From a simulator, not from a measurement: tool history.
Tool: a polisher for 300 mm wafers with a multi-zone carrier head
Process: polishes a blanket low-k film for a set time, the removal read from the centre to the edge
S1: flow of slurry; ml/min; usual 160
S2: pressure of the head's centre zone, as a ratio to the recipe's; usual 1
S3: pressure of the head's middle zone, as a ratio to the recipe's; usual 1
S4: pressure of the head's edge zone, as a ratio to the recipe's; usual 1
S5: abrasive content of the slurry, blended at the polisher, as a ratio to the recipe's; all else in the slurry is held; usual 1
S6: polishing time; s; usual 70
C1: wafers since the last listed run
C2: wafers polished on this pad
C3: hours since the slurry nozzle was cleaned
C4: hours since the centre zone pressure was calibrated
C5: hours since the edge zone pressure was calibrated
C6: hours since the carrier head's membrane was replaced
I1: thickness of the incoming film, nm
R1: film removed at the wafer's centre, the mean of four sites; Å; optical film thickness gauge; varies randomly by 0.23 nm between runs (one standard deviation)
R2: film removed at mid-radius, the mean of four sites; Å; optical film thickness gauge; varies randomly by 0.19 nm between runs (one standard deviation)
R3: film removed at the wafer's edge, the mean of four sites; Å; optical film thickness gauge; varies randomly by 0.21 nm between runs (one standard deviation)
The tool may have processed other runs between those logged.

run,hour,S1,S2,S3,S4,S5,S6,C1,C2,C3,C4,C5,C6,I1,R1,R2,R3
1,0,160,1,0.92,1,1,78,0,482,246.6,774.1,645.4,402.1,750.7,184,173,188
2,28.9,160,1,0.92,1,1,78,338,820,275.5,803,674.3,431,763.9,185,174,185
# hour 37.7: centre zone pressure recalibrated
3,48.7,160,1,0.92,1,1,78,208,1029,295.3,11,694.1,450.8,747.5,178,176,188
4,67.3,160,1,1,1,1,70,217,1247,313.9,29.6,712.7,469.4,737,161,169,167
5,81.2,160,1,1,1,1,70,162,1409,327.8,43.5,726.6,483.3,762.3,161,166,170
6,107.8,160,1,1,1,1,70,311,1721,354.4,70.1,753.2,509.9,746.6,157,162,164
# hour 134.7: worn pad replaced by a new one
7,139.5,160,1.08,1,0.9,1,51,324,56,386.1,101.8,784.9,541.6,746.2,125,118,112
8,158.5,160,1,1.09,1,1,70,222,278,405.1,120.8,803.9,560.6,754,160,171,164
9,173.9,205,1.11,1,1,1,70,180,459,420.5,136.2,819.3,576,737.8,187,170,171
10,192.3,160,1,1,0.96,1,70,215,674,438.9,154.6,837.7,594.4,756.2,153,160,158
# hour 196.1: slurry nozzle cleaned
11,209.9,205,1.11,1,1,1,70,194,869,13.8,172.2,855.3,612,751.1,195,176,174
# hour 310.2: edge zone pressure recalibrated
12,310.8,160,1,1,1,1,70,1158,2027,114.7,273.1,0.6,712.9,744.4,169,170,173
# hour 317.9: worn pad replaced by a new one
13,328.1,125,1,1,1,1,78,155,119,132,290.4,17.9,730.2,756,171,175,181
# hour 345.1: carrier head's membrane replaced by a new one
14,359.3,160,1,1,1,1.3,54,306,426,163.2,321.6,49.1,14.2,742.6,142,150,148
15,390.2,160,1,1.11,1,1.3,70,361,788,194.1,352.5,80,45.1,743.5,188,213,191
16,417.6,125,1,1,1,1,70,320,1109,221.5,379.9,107.4,72.5,745.4,154,159,162
17,443.4,195,1.06,1,0.91,1.15,70,302,1411,247.3,405.7,133.2,98.3,744.1,198,189,175
18,456.3,160,1,1,1,1,81,151,1562,260.2,418.6,146.1,111.2,762,192,194,192
19,478.8,160,1,1.08,1.05,0.85,48,263,1825,282.7,441.1,168.6,133.7,741.1,102,110,108
# hour 495.9: worn pad replaced by a new one
20,505.5,160,1,1,1,1,70,265,112,309.4,467.8,195.3,160.4,734.2,162,169,166
21,537.5,160,1,1,0.93,1,70,374,487,341.4,499.8,227.3,192.4,750.2,164,166,160

For some of the steps in R1 from one run to the next: how much would appear even if the tool had no hidden state, given the settings, what came in and random variation, and how much remains for the hidden state plus any gauge scatter that the measured result and the result without hidden state don't share?
The tool's hidden condition here consists of: removal rate lost through wear of the pad, %; slurry flow missing at the pad, %; deviation of the centre zone's pressure from its setpoint, %; deviation of the edge zone's pressure from its setpoint, %.
Run 7 -> 8: S2 1.08 -> 1, S3 1 -> 1.09, S4 0.9 -> 1, S6 51 -> 70. R1 +35 Å: hidden state -4, all else +39.
Run 10 -> 11: S1 160 -> 205, S2 1 -> 1.11, S4 0.96 -> 1, slurry nozzle cleaned. R1 +42 Å: hidden state +13, all else +29.
Run 18 -> 19: S3 1 -> 1.08, S4 1 -> 1.05, S5 1 -> 0.85, S6 81 -> 48. R1 -90 Å: hidden state +1, all else -91.
Run 19 -> 20: S3 1.08 -> 1, S4 1.05 -> 1, S5 0.85 -> 1, S6 48 -> 70, worn pad replaced by a new one. R1 +60 Å: hidden state -3, all else +63.
